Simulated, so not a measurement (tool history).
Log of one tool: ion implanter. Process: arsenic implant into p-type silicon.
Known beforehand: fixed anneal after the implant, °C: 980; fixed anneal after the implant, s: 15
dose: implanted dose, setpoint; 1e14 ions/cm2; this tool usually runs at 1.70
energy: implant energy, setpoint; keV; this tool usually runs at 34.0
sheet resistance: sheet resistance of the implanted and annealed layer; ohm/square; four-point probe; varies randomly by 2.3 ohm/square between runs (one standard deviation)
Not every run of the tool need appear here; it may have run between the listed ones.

run	hour	dose	energy	read-back reference wafer on the same gauge, sheet resistance	sheet resistance
1	0.0	1.70	34.0	356.50	395.03
2	34.7	1.70	34.0	356.22	393.97
3	105.4	1.70	34.0	357.03	390.38
4	131.9	1.70	34.0	356.64	394.15
5	163.9	1.70	34.0	357.05	392.81
6	221.9	1.70	34.0	357.13	398.90
7	263.5	1.70	34.0	358.98	396.45
8	321.5	1.70	34.0	358.65	397.55
9	375.6	1.70	34.0	358.36	399.77
10	442.5	1.46	34.0	360.18	442.17
11	489.0	1.46	34.0	360.14	442.33
12	537.2	1.41	34.0	361.46	458.10
13	585.4	1.41	34.0	361.13	457.03
# hour 601.9: extraction supply calibrated
14	622.7	1.41	34.0	361.32	457.99
15	690.0	1.70	34.0	361.64	398.55
16	715.9	1.70	34.0	362.91	405.56
17	781.4	1.50	43.5	363.25	421.01
18	852.6	1.49	34.0	364.51	447.30
19	923.5	1.49	38.5	365.04	434.26
20	989.9	2.12	40.0	366.73	339.51
21	1020.9	1.95	26.0	366.76	387.60
22	1059.0	1.70	34.0	367.30	408.05
23	1261.3	1.98	31.0	370.44	373.96
# hour 1319.2: gauge calibrated
24	1321.2	1.39	40.0	356.11	443.84
25	1349.9	1.70	34.0	356.95	395.05
# hour 1366.9: Faraday cup replaced and dose calibrated
26	1391.5	1.53	44.0	356.10	404.96
27	1446.8	1.27	24.0	356.40	517.96
28	1501.6	1.70	34.0	357.14	395.34
29	1531.4	1.22	24.0	358.05	531.97
30	1573.8	1.54	24.5	357.22	449.27
31	1726.2	1.70	34.0	357.39	398.56
32	1761.0	1.70	34.0	358.12	395.00
33	1792.1	2.02	43.0	356.93	337.73
34	1824.3	1.70	29.5	358.70	407.32
35	1864.1	1.32	27.0	357.79	498.93
36	1892.3	1.70	23.5	359.04	426.52

List, for all runs, the conditions of the tool that the log does not record:
deviation of the true dose from the Faraday cup's reading, %: 0 in every run
deviation of the true energy from its setpoint, %: 0 in every run
H1: gauge reads high (%)
run	H1
1	-0.495
2	-0.439
3	-0.316
4	-0.267
5	-0.204
6	-0.0844
7	0.00702
8	0.142
9	0.276
10	0.453
11	0.583
12	0.723
13	0.87
14	0.988
15	1.21
16	1.3
17	1.53
18	1.79
19	2.07
20	2.34
21	2.47
22	2.64
23	3.58
24	-0.325
25	-0.324
26	-0.318
27	-0.303
28	-0.281
29	-0.265
30	-0.239
31	-0.105
32	-0.0657
33	-0.028
34	0.0138
35	0.0693
36	0.111

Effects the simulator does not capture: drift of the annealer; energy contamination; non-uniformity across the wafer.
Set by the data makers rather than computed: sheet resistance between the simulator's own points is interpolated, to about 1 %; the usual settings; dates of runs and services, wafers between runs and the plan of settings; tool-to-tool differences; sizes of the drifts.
